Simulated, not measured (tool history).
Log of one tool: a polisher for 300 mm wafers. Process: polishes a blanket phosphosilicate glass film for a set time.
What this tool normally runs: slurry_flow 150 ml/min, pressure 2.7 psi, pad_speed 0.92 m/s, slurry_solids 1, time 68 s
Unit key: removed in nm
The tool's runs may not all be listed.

run	day	slurry_flow	pressure	pad_speed	slurry_solids	time	incoming thickness of the incoming film, nm	removed
1	0	150	2.7	0.92	1	68	2099.7	528.9
2	0.762	150	2.7	0.92	1	68	2062.9	519.4
# day 1.125: conditioning disc replaced and pad reconditioned
3	1.588	150	2.7	0.92	1	68	2079.3	515.7
# day 2.55: worn pad replaced by a new one
4	2.612	150	2.7	0.92	1	68	2096.5	521.1
5	3.229	190	2.7	0.92	1.1	68	2046.4	553.5
6	4.717	150	2.7	0.92	1	68	2116.8	531
7	5.558	150	2.7	0.92	1	68	2066.6	520.7
# day 6.171: slurry blender recalibrated
8	6.458	150	2.7	0.92	1.15	68	2098	547.2
9	7.121	100	3	0.78	1.2	68	2054.2	491.1
10	7.817	115	2.7	1.06	1	68	2071	552.3
11	8.596	150	2.7	0.92	0.75	56	2089	388.8
12	9.242	125	2.7	0.92	1.15	92	2090.3	715.3
# day 9.612: worn pad replaced by a new one
13	10.112	105	2.3	1.04	1	48	2078.9	317.3
# day 10.446: head pressure recalibrated
# day 13.383: conditioning disc replaced and pad reconditioned
14	13.421	150	2.7	1.24	1	68	2087.8	650
# day 14.05: slurry nozzle cleaned
15	14.317	150	3.1	1.12	1	85	2044.7	881.4
16	15.346	165	2	0.7	1	68	2048.4	316.6
17	16.212	150	2.7	0.92	0.75	68	2085.1	469
# day 17.158: worn pad replaced by a new one
18	17.692	125	3	1.18	1	68	2043.8	689.6
19	18.217	150	3.4	0.78	1	68	2094.4	576.1
20	19.204	150	2.7	0.92	1	68	2084.1	516.2
21	20.608	150	2.1	1.08	0.9	68	2107.9	451.9
22	21.671	150	2.7	0.92	1	68	2079	523.1
23	22.7	195	2.7	1.08	0.75	68	2076.1	554.7
# day 24.154: worn pad replaced by a new one
# day 24.721: slurry blender recalibrated
24	25.471	150	3.1	0.92	1	68	2097.1	595.7
25	26.283	150	2.7	0.92	1.15	68	2071.1	536.5

Here are 5 independent what-if runs from the current tool condition. What would each one return?
A	26.3	120	2.7	0.92	1	68	2034.6	?
B	26.3	150	3.5	0.92	1	68	2034.6	?
C	26.3	150	2.7	1.12	1.1	68	2034.6	?
D	26.3	165	3.5	0.92	1.25	68	2034.6	?
E	26.3	150	2.2	0.92	1.2	86	2034.6	?

run	removed
A	500.7
B	674.9
C	627.1
D	732.2
E	566.6
With no hidden state in the tool, these same runs would have given:
run	removed
A	500.7
B	674.9
C	627.1
D	732.2
E	566.6
